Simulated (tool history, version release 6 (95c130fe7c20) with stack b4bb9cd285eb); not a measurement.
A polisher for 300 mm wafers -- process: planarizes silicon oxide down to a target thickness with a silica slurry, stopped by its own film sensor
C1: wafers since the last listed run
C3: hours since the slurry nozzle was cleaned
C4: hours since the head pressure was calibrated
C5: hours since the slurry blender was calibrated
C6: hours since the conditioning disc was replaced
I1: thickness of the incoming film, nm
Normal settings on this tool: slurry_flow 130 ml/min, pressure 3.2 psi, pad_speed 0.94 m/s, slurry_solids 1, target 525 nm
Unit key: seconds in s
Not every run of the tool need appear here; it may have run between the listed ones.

{"run": 1, "hour": 0.0, "slurry_flow": 120, "pressure": 3, "pad_speed": 0.94, "slurry_solids": 1, "target": 525, "C1": 0, "wafers polished on this pad": 671, "C3": 155.6, "C4": 414.4, "C5": 195.9, "C6": 288.8, "I1": 797.3, "seconds": 158.4}
{"run": 2, "hour": 12.0, "slurry_flow": 120, "pressure": 3, "pad_speed": 0.94, "slurry_solids": 1, "target": 525, "C1": 113, "wafers polished on this pad": 784, "C3": 167.6, "C4": 426.4, "C5": 207.9, "C6": 300.8, "I1": 786.5, "seconds": 153.3}
{"run": 3, "hour": 42.9, "slurry_flow": 110, "pressure": 3.2, "pad_speed": 0.94, "slurry_solids": 1, "target": 525, "C1": 291, "wafers polished on this pad": 1075, "C3": 198.5, "C4": 457.3, "C5": 238.8, "C6": 331.7, "I1": 786.7, "seconds": 149.7}
{"run": 4, "hour": 54.9, "slurry_flow": 95, "pressure": 3.2, "pad_speed": 0.94, "slurry_solids": 1, "target": 525, "C1": 113, "wafers polished on this pad": 1188, "C3": 210.5, "C4": 469.3, "C5": 250.8, "C6": 343.7, "I1": 786.1, "seconds": 154}
{"hour": 66.0, "done": "slurry blender recalibrated"}
{"run": 5, "hour": 84.9, "slurry_flow": 130, "pressure": 3.2, "pad_speed": 0.8, "slurry_solids": 0.85, "target": 525, "C1": 263, "wafers polished on this pad": 1452, "C3": 240.5, "C4": 499.3, "C5": 18.9, "C6": 373.7, "I1": 779, "seconds": 181}
{"run": 6, "hour": 118.1, "slurry_flow": 140, "pressure": 3.2, "pad_speed": 0.94, "slurry_solids": 1.15, "target": 525, "C1": 312, "wafers polished on this pad": 1765, "C3": 273.7, "C4": 532.5, "C5": 52.1, "C6": 406.9, "I1": 783.7, "seconds": 128}
{"hour": 152.7, "done": "worn pad replaced by a new one"}
{"run": 7, "hour": 224.2, "slurry_flow": 130, "pressure": 3.2, "pad_speed": 0.94, "slurry_solids": 1, "target": 525, "C1": 961, "wafers polished on this pad": 673, "C3": 379.8, "C4": 638.6, "C5": 158.2, "C6": 513, "I1": 780.1, "seconds": 142.3}
{"run": 8, "hour": 257.1, "slurry_flow": 130, "pressure": 3.6, "pad_speed": 0.66, "slurry_solids": 0.85, "target": 478, "C1": 309, "wafers polished on this pad": 983, "C3": 412.7, "C4": 671.5, "C5": 191.1, "C6": 545.9, "I1": 772.7, "seconds": 221.4}
{"run": 9, "hour": 269.6, "slurry_flow": 130, "pressure": 2.8, "pad_speed": 1.08, "slurry_solids": 1, "target": 525, "C1": 117, "wafers polished on this pad": 1101, "C3": 425.2, "C4": 684, "C5": 203.6, "C6": 558.4, "I1": 781.5, "seconds": 144}
{"run": 10, "hour": 302.3, "slurry_flow": 130, "pressure": 3.2, "pad_speed": 0.84, "slurry_solids": 1.25, "target": 525, "C1": 308, "wafers polished on this pad": 1409, "C3": 457.9, "C4": 716.7, "C5": 236.3, "C6": 591.1, "I1": 779.7, "seconds": 133.7}
{"run": 11, "hour": 315.4, "slurry_flow": 130, "pressure": 3.2, "pad_speed": 0.94, "slurry_solids": 1.15, "target": 571, "C1": 123, "wafers polished on this pad": 1532, "C3": 471, "C4": 729.8, "C5": 249.4, "C6": 604.2, "I1": 780.7, "seconds": 105.3}
{"hour": 317.5, "done": "slurry blender recalibrated"}
{"hour": 319.0, "done": "conditioning disc replaced and pad reconditioned"}
{"hour": 326.4, "done": "head pressure recalibrated"}
{"run": 12, "hour": 348.6, "slurry_flow": 130, "pressure": 3.2, "pad_speed": 0.94, "slurry_solids": 1, "target": 525, "C1": 261, "wafers polished on this pad": 1793, "C3": 504.2, "C4": 22.2, "C5": 31.1, "C6": 29.6, "I1": 782.1, "seconds": 132.6}
{"run": 13, "hour": 360.7, "slurry_flow": 130, "pressure": 3.2, "pad_speed": 0.94, "slurry_solids": 1, "target": 525, "C1": 113, "wafers polished on this pad": 1907, "C3": 516.3, "C4": 34.3, "C5": 43.2, "C6": 41.7, "I1": 789.3, "seconds": 136.6}
{"run": 14, "hour": 378.3, "slurry_flow": 130, "pressure": 3.2, "pad_speed": 1.2, "slurry_solids": 1.1, "target": 525, "C1": 165, "wafers polished on this pad": 2073, "C3": 533.9, "C4": 51.9, "C5": 60.8, "C6": 59.3, "I1": 777, "seconds": 100}
{"run": 15, "hour": 398.4, "slurry_flow": 130, "pressure": 3.2, "pad_speed": 0.94, "slurry_solids": 1, "target": 525, "C1": 189, "wafers polished on this pad": 2262, "C3": 554, "C4": 72, "C5": 80.9, "C6": 79.4, "I1": 785.3, "seconds": 135}
{"hour": 414.3, "done": "worn pad replaced by a new one"}
{"run": 16, "hour": 415.7, "slurry_flow": 160, "pressure": 4.2, "pad_speed": 0.94, "slurry_solids": 1.1, "target": 591, "C1": 125, "wafers polished on this pad": 13, "C3": 571.3, "C4": 89.3, "C5": 98.2, "C6": 96.7, "I1": 776.2, "seconds": 68.4}
{"run": 17, "hour": 432.0, "slurry_flow": 85, "pressure": 2.6, "pad_speed": 0.74, "slurry_solids": 1, "target": 525, "C1": 153, "wafers polished on this pad": 166, "C3": 587.6, "C4": 105.6, "C5": 114.5, "C6": 113, "I1": 772.3, "seconds": 204.8}
{"run": 18, "hour": 463.9, "slurry_flow": 130, "pressure": 3.2, "pad_speed": 0.8, "slurry_solids": 1.25, "target": 525, "C1": 300, "wafers polished on this pad": 467, "C3": 619.5, "C4": 137.5, "C5": 146.4, "C6": 144.9, "I1": 769.1, "seconds": 127.1}
{"run": 19, "hour": 478.1, "slurry_flow": 130, "pressure": 3.2, "pad_speed": 0.94, "slurry_solids": 1, "target": 525, "C1": 133, "wafers polished on this pad": 600, "C3": 633.7, "C4": 151.7, "C5": 160.6, "C6": 159.1, "I1": 786, "seconds": 140.4}
{"run": 20, "hour": 491.5, "slurry_flow": 130, "pressure": 3.9, "pad_speed": 1.12, "slurry_solids": 1, "target": 525, "C1": 126, "wafers polished on this pad": 727, "C3": 647.1, "C4": 165.1, "C5": 174, "C6": 172.5, "I1": 766.1, "seconds": 95.7}
{"run": 21, "hour": 514.8, "slurry_flow": 105, "pressure": 3.2, "pad_speed": 0.94, "slurry_solids": 1.25, "target": 573, "C1": 219, "wafers polished on this pad": 946, "C3": 670.4, "C4": 188.4, "C5": 197.3, "C6": 195.8, "I1": 768.7, "seconds": 94.6}
{"hour": 530.7, "done": "slurry blender recalibrated"}
{"run": 22, "hour": 543.0, "slurry_flow": 170, "pressure": 3.5, "pad_speed": 1.14, "slurry_solids": 1.1, "target": 525, "C1": 246, "wafers polished on this pad": 1193, "C3": 698.6, "C4": 216.6, "C5": 12.3, "C6": 224, "I1": 783, "seconds": 101.9}
{"run": 23, "hour": 555.3, "slurry_flow": 130, "pressure": 3.2, "pad_speed": 0.94, "slurry_solids": 1, "target": 525, "C1": 115, "wafers polished on this pad": 1309, "C3": 710.9, "C4": 228.9, "C5": 24.6, "C6": 236.3, "I1": 788.7, "seconds": 142.8}
{"hour": 580.1, "done": "slurry nozzle cleaned"}
{"run": 24, "hour": 590.6, "slurry_flow": 85, "pressure": 3.2, "pad_speed": 0.82, "slurry_solids": 1, "target": 525, "C1": 323, "wafers polished on this pad": 1632, "C3": 10.5, "C4": 264.2, "C5": 59.9, "C6": 271.6, "I1": 780.7, "seconds": 168.6}

Table of differences, measured result less the result of that run with no hidden state. Run-to-run variation is the same in both. Gauge scatter possibly is not:
Hidden conditions of the tool in this case: removal rate lost through wear of the pad, %; slurry flow missing at the pad, %; deviation of the head's pressure from its setpoint, %; abrasive missing from the slurry, %; time polished since the conditioner stopped cutting, s.
run=1 seconds=+12.7
run=2 seconds=+12.5
run=3 seconds=+13.2
run=4 seconds=+13.7
run=5 seconds=+14.5
run=6 seconds=+11.9
run=7 seconds=+13.8
run=8 seconds=+17.9
run=9 seconds=+14.2
run=10 seconds=+12.1
run=11 seconds=+10.4
run=12 seconds=+2.4
run=13 seconds=+3.2
run=14 seconds=+3.9
run=15 seconds=+5.2
run=16 seconds=+3.9
run=17 seconds=+7
run=18 seconds=+6.4
run=19 seconds=+8.5
run=20 seconds=+8.2
run=21 seconds=+6.4
run=22 seconds=+9.3
run=23 seconds=+10.6
run=24 seconds=+11.8
